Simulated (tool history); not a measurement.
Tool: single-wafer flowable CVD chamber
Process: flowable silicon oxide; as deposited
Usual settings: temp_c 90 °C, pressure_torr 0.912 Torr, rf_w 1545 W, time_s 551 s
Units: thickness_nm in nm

run   hour  temp_c  pressure_torr  rf_w  time_s  read-back reference wafer on the same gauge, thickness_nm  thickness_nm
  1      0      90          0.912  1545     551                                                    491.163       588.591
  2   34.4      90          0.912  1545     551                                                     490.59       590.373
  3   52.5      95          0.912  1545     551                                                    490.874       515.727
  4   67.8      95          0.912  1545     551                                                    490.659       516.239
  5   92.1      90          0.912  1545     551                                                     491.22       592.541
  6  110.2      90          0.912  1545     551                                                    490.361       587.865
  7  125.1      90          0.817  1545     551                                                    490.955       526.151
     131.9  -- gauge calibrated
  8  149.2      90          0.817  1545     551                                                    490.434       528.583
  9  169.3      90          0.765  1420     634                                                    491.093       554.402
 10  185.5      82          0.912  1820     551                                                    490.926       753.261
 11  215.3      90          0.912  1545     551                                                    490.789       593.188
 12  234.2     104          0.826  1545     551                                                    490.547       362.521
     249.4  -- showerhead replaced
     266.5  -- RF generator calibrated
 13    267      95          1.111  1545     625                                                    490.533        722.76
 14  292.7     105          1.111  1275     551                                                    490.359       441.353
     318.3  -- capacitance manometer re-zeroed and calibrated
 15  318.8      90          0.912  1545     581                                                    490.617       625.652
     413.6  -- thermocouple changed; heater temperature recalibrated
 16  414.1      80          1.022  1390     450                                                    491.469       590.786
 17  428.6      94          0.797  1765     445                                                    490.409       339.997
 18  463.3      85          0.912  1545     551                                                    491.328       597.075
 19  475.6     104          0.912  1665     591                                                    490.777       384.048
 20  501.5      90          1.047  1545     551                                                    490.912        608.85
 21    528      78          0.993  1545     551                                                    490.833       784.309
 22  545.1      90          0.912  1545     551                                                    490.985       532.158
 23  569.1     103          0.912  1450     551                                                    490.943       356.642
 24  587.5      90          0.912  1545     551                                                    490.387       537.831
 25  611.8      78          0.912  1545     504                                                    491.308       663.992
 26  645.5      90          0.912  1545     551                                                    491.644       540.056
 27  662.9      90          0.839  1425     551                                                    491.115       483.339

5 ways to go on from here, each from the tool as it stands after run 27. What would each give?
  A  663.5      90          1.063  1545     551                                                          ?             ?
  B  663.5      85          0.912  1245     648                                                          ?             ?
  C  663.5      97          0.727  1395     592                                                          ?             ?
  D  663.5      86          0.912  1650     460                                                          ?             ?
  E  663.5      90          0.912  1545     649                                                          ?             ?

run  read-back reference wafer on the same gauge, thickness_nm  thickness_nm
  A                                                    490.379       625.202
  B                                                    490.379       662.088
  C                                                    490.379       360.372
  D                                                    490.379       505.637
  E                                                    490.379         630.5
Without the tool's hidden state the same runs would have given:
run  thickness_nm
  A       583.451
  B       616.817
  C       333.258
  D       471.227
  E       588.395
